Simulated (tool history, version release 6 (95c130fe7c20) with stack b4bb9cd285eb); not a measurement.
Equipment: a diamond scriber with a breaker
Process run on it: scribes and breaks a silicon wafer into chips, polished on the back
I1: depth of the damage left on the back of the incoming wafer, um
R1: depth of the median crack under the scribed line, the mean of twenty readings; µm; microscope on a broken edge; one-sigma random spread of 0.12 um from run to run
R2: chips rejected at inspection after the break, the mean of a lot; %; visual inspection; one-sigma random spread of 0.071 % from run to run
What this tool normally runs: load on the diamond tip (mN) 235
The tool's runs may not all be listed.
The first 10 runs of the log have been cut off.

run 11 day=30.775 | load_on_the_diamond_tip_(mN)=219 | I1=0.02 | R1=9.63 R2=1.29
-- day=31.225 load on the tip recalibrated
run 12 day=34.962 | load_on_the_diamond_tip_(mN)=235 | I1=0.04 | R1=9.33 R2=1.19
run 13 day=38.504 | load_on_the_diamond_tip_(mN)=235 | I1=0.04 | R1=9.54 R2=1.15
run 14 day=40.667 | load_on_the_diamond_tip_(mN)=235 | I1=0.04 | R1=9.51 R2=1.27
run 15 day=43.688 | load_on_the_diamond_tip_(mN)=235 | I1=0.02 | R1=9.70 R2=1.28
-- day=44.062 diamond tip replaced by a new one
run 16 day=45.733 | load_on_the_diamond_tip_(mN)=199 | I1=0.03 | R1=8.52 R2=2.54
run 17 day=48.721 | load_on_the_diamond_tip_(mN)=199 | I1=0.01 | R1=8.59 R2=2.46
run 18 day=51.054 | load_on_the_diamond_tip_(mN)=235 | I1=0.04 | R1=10.09 R2=1.72
-- day=55.392 load on the tip recalibrated
run 19 day=57.542 | load_on_the_diamond_tip_(mN)=235 | I1=0.04 | R1=9.36 R2=1.05
run 20 day=60.921 | load_on_the_diamond_tip_(mN)=289 | I1=0.02 | R1=11.35 R2=5.57
-- day=67.700 diamond tip replaced by a new one
run 21 day=68.458 | load_on_the_diamond_tip_(mN)=235 | I1=0.04 | R1=9.65 R2=1.41
run 22 day=72.892 | load_on_the_diamond_tip_(mN)=279 | I1=0.04 | R1=11.52 R2=6.12
run 23 day=75.842 | load_on_the_diamond_tip_(mN)=192 | I1=0.04 | R1=8.37 R2=3.05
-- day=79.054 load on the tip recalibrated
run 24 day=79.996 | load_on_the_diamond_tip_(mN)=274 | I1=0.05 | R1=10.84 R2=3.92
run 25 day=82.688 | load_on_the_diamond_tip_(mN)=177 | I1=0.04 | R1=7.43 R2=8.54
run 26 day=86.967 | load_on_the_diamond_tip_(mN)=235 | I1=0.02 | R1=9.76 R2=1.34
run 27 day=90.633 | load_on_the_diamond_tip_(mN)=235 | I1=0.03 | R1=9.87 R2=1.35
-- day=92.708 diamond tip replaced by a new one
run 28 day=94.217 | load_on_the_diamond_tip_(mN)=259 | I1=0.02 | R1=10.88 R2=3.82
run 29 day=96.379 | load_on_the_diamond_tip_(mN)=174 | I1=0.01 | R1=7.88 R2=6.22
run 30 day=98.604 | load_on_the_diamond_tip_(mN)=235 | I1=0.04 | R1=10.42 R2=1.81
run 31 day=100.521 | load_on_the_diamond_tip_(mN)=264 | I1=0.02 | R1=11.18 R2=5.31
run 32 day=104.958 | load_on_the_diamond_tip_(mN)=187 | I1=0.02 | R1=8.38 R2=2.91
-- day=105.267 load on the tip recalibrated
run 33 day=109.350 | load_on_the_diamond_tip_(mN)=235 | I1=0.04 | R1=9.77 R2=1.29
run 34 day=113.242 | load_on_the_diamond_tip_(mN)=175 | I1=0.03 | R1=7.39 R2=8.89
run 35 day=115.979 | load_on_the_diamond_tip_(mN)=210 | I1=0.02 | R1=8.76 R2=1.66

Branching from run 35: 4 alternative next runs. What would each branch give?
run A day=116.008 | load_on_the_diamond_tip_(mN)=266 | I1=0.01 | R1=? R2=?
run B day=116.008 | load_on_the_diamond_tip_(mN)=272 | I1=0.01 | R1=? R2=?
run C day=116.008 | load_on_the_diamond_tip_(mN)=169 | I1=0.01 | R1=? R2=?
run D day=116.008 | load_on_the_diamond_tip_(mN)=176 | I1=0.01 | R1=? R2=?

run=A R1=10.75 R2=4.02
run=B R1=10.95 R2=4.79
run=C R1=7.16 R2=11.01
run=D R1=7.45 R2=8.45
With the hidden condition removed and each run's random variation left untouched, the same runs would have given:
run=A R1=10.39 R2=2.83
run=B R1=10.58 R2=3.43
run=C R1=6.92 R2=13.52
run=D R1=7.20 R2=10.68
